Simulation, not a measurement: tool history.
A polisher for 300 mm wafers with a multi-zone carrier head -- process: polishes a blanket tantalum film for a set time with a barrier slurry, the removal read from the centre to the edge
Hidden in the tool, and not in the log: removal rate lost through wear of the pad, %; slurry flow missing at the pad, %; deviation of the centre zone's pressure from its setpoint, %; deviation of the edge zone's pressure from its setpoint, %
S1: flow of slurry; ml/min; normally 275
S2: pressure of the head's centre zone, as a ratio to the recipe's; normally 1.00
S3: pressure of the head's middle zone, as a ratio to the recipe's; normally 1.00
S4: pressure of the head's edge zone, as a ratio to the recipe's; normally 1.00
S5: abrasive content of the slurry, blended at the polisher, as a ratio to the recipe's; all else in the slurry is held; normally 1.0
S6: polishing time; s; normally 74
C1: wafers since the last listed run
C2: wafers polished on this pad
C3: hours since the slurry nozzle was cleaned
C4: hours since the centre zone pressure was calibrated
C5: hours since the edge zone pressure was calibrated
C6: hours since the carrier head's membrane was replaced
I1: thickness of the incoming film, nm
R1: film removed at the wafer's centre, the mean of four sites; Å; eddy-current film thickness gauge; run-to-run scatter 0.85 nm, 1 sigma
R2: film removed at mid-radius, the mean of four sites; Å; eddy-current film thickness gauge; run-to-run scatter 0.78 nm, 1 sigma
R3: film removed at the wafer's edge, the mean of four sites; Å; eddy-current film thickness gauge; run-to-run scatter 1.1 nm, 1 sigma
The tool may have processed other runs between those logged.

run,hour,S1,S2,S3,S4,S5,S6,C1,C2,C3,C4,C5,C6,I1,R1,R2,R3
1,0.0,275,1.00,0.98,1.00,1.0,74,0,323,550.1,587.9,424.0,496.1,327.5,975,943,923
2,35.3,275,1.00,0.98,1.00,1.0,74,255,579,585.4,623.2,459.3,531.4,331.6,967,954,915
3,59.8,275,1.00,0.98,1.00,1.0,74,177,756,609.9,647.7,483.8,555.9,329.9,974,947,901
# hour 80.7: centre zone pressure recalibrated
# hour 177.4: slurry nozzle cleaned
# hour 202.8: worn pad replaced by a new one
4,259.1,275,1.00,1.00,1.00,1.0,74,1391,407,81.7,178.4,683.1,755.2,332.9,948,971,922
5,301.6,275,1.00,1.00,1.00,1.0,74,307,714,124.2,220.9,725.6,797.7,333.4,966,942,902
6,359.5,275,1.00,1.00,1.00,1.0,74,418,1133,182.1,278.8,783.5,855.6,326.3,967,949,902
7,390.2,275,1.00,1.00,1.00,1.0,74,222,1355,212.8,309.5,814.2,886.3,333.9,951,968,917
# hour 422.5: worn pad replaced by a new one
8,461.2,275,1.00,1.00,1.00,1.0,74,484,279,283.8,380.5,885.2,957.3,329.9,953,949,913
9,517.6,275,1.00,1.00,1.00,1.0,74,408,687,340.2,436.9,941.6,1013.7,329.1,974,971,915
# hour 642.9: worn pad replaced by a new one
10,643.4,275,1.00,1.00,1.00,1.0,74,881,3,466.0,562.7,1067.4,1139.5,330.2,977,964,904
11,706.6,275,1.00,1.00,1.00,1.0,74,457,460,529.2,625.9,1130.6,1202.7,332.6,989,964,918
12,751.8,195,0.95,1.00,1.00,1.0,74,326,787,574.4,671.1,1175.8,1247.9,324.6,919,951,914
# hour 762.8: edge zone pressure recalibrated
13,780.9,275,1.00,1.00,0.94,1.2,74,196,983,603.5,700.2,18.1,1277.0,330.7,1014,997,937
# hour 835.5: centre zone pressure recalibrated
14,845.0,190,1.00,1.00,1.00,1.0,96,449,1432,667.6,9.5,82.2,1341.1,333.9,1291,1201,1157
# hour 874.4: worn pad replaced by a new one
# hour 913.6: carrier head's membrane replaced by a new one
15,914.1,325,1.00,0.93,1.00,1.0,74,434,251,736.7,78.6,151.3,0.5,334.3,1052,910,912
# hour 926.8: slurry nozzle cleaned
16,956.9,275,1.00,1.00,1.00,1.0,74,302,553,30.1,121.4,194.1,43.3,327.8,1035,950,890
17,1028.0,275,1.00,1.00,1.00,1.0,96,514,1067,101.2,192.5,265.2,114.4,325.5,1372,1229,1207
# hour 1053.7: centre zone pressure recalibrated, repeated, since the last time left the tool worse
18,1066.1,275,1.04,1.00,0.91,1.0,74,261,1328,139.3,12.4,303.3,152.5,329.7,934,941,903
# hour 1116.2: worn pad replaced by a new one
19,1117.2,275,0.89,1.00,1.00,1.0,86,340,7,190.4,63.5,354.4,203.6,328.5,958,1105,1064
20,1170.3,275,1.00,1.00,1.00,1.0,74,384,391,243.5,116.6,407.5,256.7,334.4,941,956,912
21,1228.7,330,1.00,1.00,1.00,1.0,74,422,814,301.9,175.0,465.9,315.1,326.9,940,974,930
22,1289.1,275,0.90,0.93,0.97,1.0,100,436,1251,362.3,235.4,526.3,375.5,337.0,1163,1216,1230

3 ways to go on from here, each from the tool as it stands after run 22. What would each give?
A,1289.5,275,1.00,1.00,1.00,1.0,74,2,1253,362.7,235.8,526.7,375.9,332.1,?,?,?
B,1289.5,365,1.06,1.00,1.10,0.7,74,2,1253,362.7,235.8,526.7,375.9,332.1,?,?,?
C,1289.5,275,1.10,1.00,1.00,1.0,67,2,1253,362.7,235.8,526.7,375.9,332.1,?,?,?

run,R1,R2,R3
A,956,951,907
B,955,894,878
C,952,860,821
What these runs would have given with no unlogged condition in the tool:
run,R1,R2,R3
A,913,951,907
B,913,894,878
C,910,861,821

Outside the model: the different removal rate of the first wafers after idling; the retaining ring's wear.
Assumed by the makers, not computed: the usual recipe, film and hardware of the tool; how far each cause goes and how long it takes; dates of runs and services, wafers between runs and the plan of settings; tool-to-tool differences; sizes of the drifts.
